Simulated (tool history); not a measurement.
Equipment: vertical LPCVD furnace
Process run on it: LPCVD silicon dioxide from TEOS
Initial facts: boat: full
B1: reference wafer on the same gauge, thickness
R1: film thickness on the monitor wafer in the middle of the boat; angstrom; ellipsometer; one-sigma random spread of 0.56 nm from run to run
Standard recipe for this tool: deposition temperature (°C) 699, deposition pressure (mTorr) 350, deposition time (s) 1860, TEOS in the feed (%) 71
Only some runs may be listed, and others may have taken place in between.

Run 1, hour 0.0: usual settings; B1 193.07. Result: R1 2266.3 angstrom.
Run 2, hour 86.5: usual settings; B1 193.03. Result: R1 2286.9 angstrom.
Run 3, hour 156.7: usual settings but deposition pressure (mTorr) 380; B1 193.13. Result: R1 2370.9 angstrom.
Run 4, hour 253.8: usual settings but deposition pressure (mTorr) 380; B1 192.91. Result: R1 2369.1 angstrom.
Run 5, hour 323.1: usual settings but deposition pressure (mTorr) 380; B1 192.99. Result: R1 2391.9 angstrom.
Run 6, hour 419.0: usual settings but deposition temperature (°C) 705, deposition time (s) 1590; B1 192.93. Result: R1 2259.6 angstrom.
Run 7, hour 496.9: usual settings but deposition temperature (°C) 705, deposition time (s) 1590; B1 192.81. Result: R1 2255.5 angstrom.
Run 8, hour 591.9: usual settings; B1 192.89. Result: R1 2298.6 angstrom.
Run 9, hour 682.8: usual settings; B1 193.06. Result: R1 2304.4 angstrom.
Run 10, hour 774.8: usual settings; B1 192.94. Result: R1 2311.6 angstrom.
Run 11, hour 829.1: usual settings; B1 193.04. Result: R1 2318.5 angstrom.
Run 12, hour 898.0: usual settings; B1 192.87. Result: R1 2312.2 angstrom.
Run 13, hour 948.2: usual settings; B1 192.95. Result: R1 2308.2 angstrom.
Run 14, hour 1020.7: usual settings but deposition temperature (°C) 690, deposition pressure (mTorr) 375, deposition time (s) 1110, TEOS in the feed (%) 83; B1 193.06. Result: R1 1248.5 angstrom.
Run 15, hour 1070.2: usual settings; B1 192.83. Result: R1 2320.6 angstrom.
At hour 1128.7: thermocouples replaced and temperature profile calibrated.
Run 16, hour 1140.7: usual settings but deposition temperature (°C) 702, deposition time (s) 1470, TEOS in the feed (%) 65; B1 193.01. Result: R1 1835.3 angstrom.
Run 17, hour 1178.2: usual settings but deposition temperature (°C) 692, deposition pressure (mTorr) 280, deposition time (s) 2490; B1 193.00. Result: R1 2314.9 angstrom.
At hour 1181.6: gauge calibrated.
Run 18, hour 1221.5: usual settings but deposition pressure (mTorr) 395, TEOS in the feed (%) 61; B1 193.08. Result: R1 2234.2 angstrom.
At hour 1249.2: pressure gauge zeroed.
Run 19, hour 1274.6: usual settings; B1 193.04. Result: R1 2241.6 angstrom.
At hour 1337.0: TEOS flow controller replaced.
Run 20, hour 1361.4: usual settings; B1 192.93. Result: R1 2244.4 angstrom.
Run 21, hour 1455.8: usual settings but deposition pressure (mTorr) 400, deposition time (s) 1290; B1 192.88. Result: R1 1670.6 angstrom.
Run 22, hour 1509.0: usual settings but deposition pressure (mTorr) 300, deposition time (s) 2280; B1 192.90. Result: R1 2571.8 angstrom.
Run 23, hour 1580.4: usual settings but deposition time (s) 1560; B1 193.11. Result: R1 1899.9 angstrom.
Run 24, hour 1649.3: usual settings but deposition time (s) 1410, TEOS in the feed (%) 81; B1 192.91. Result: R1 1838.9 angstrom.
Run 25, hour 1723.9: usual settings but deposition pressure (mTorr) 280, deposition time (s) 2460; B1 192.85. Result: R1 2704.8 angstrom.
Run 26, hour 1812.3: usual settings; B1 193.08. Result: R1 2279.4 angstrom.

Alternative continuations, all from the tool just after run 26; predict every row:
Run A, hour 1816.4: usual settings but TEOS in the feed (%) 58; B1 ?. Result: R1 ?.
Run B, hour 1816.4: usual settings but deposition temperature (°C) 706, TEOS in the feed (%) 84; B1 ?. Result: R1 ?.
Run C, hour 1816.4: usual settings but deposition temperature (°C) 690, deposition pressure (mTorr) 405, deposition time (s) 1290; B1 ?. Result: R1 ?.
Run D, hour 1816.4: usual settings but deposition temperature (°C) 702, deposition time (s) 2310; B1 ?. Result: R1 ?.
Run E, hour 1816.4: usual settings but deposition time (s) 1440; B1 ?. Result: R1 ?.

run      B1      R1
  A  192.96  2056.4
  B  192.96  2909.0
  C  192.96  1372.1
  D  192.96  3029.3
  E  192.96  1761.5
The same runs, with their run-to-run variation unchanged, on a tool lacking any hidden condition would have given:
run      R1
  A  1992.7
  B  2819.8
  C  1331.0
  D  2935.8
  E  1706.9

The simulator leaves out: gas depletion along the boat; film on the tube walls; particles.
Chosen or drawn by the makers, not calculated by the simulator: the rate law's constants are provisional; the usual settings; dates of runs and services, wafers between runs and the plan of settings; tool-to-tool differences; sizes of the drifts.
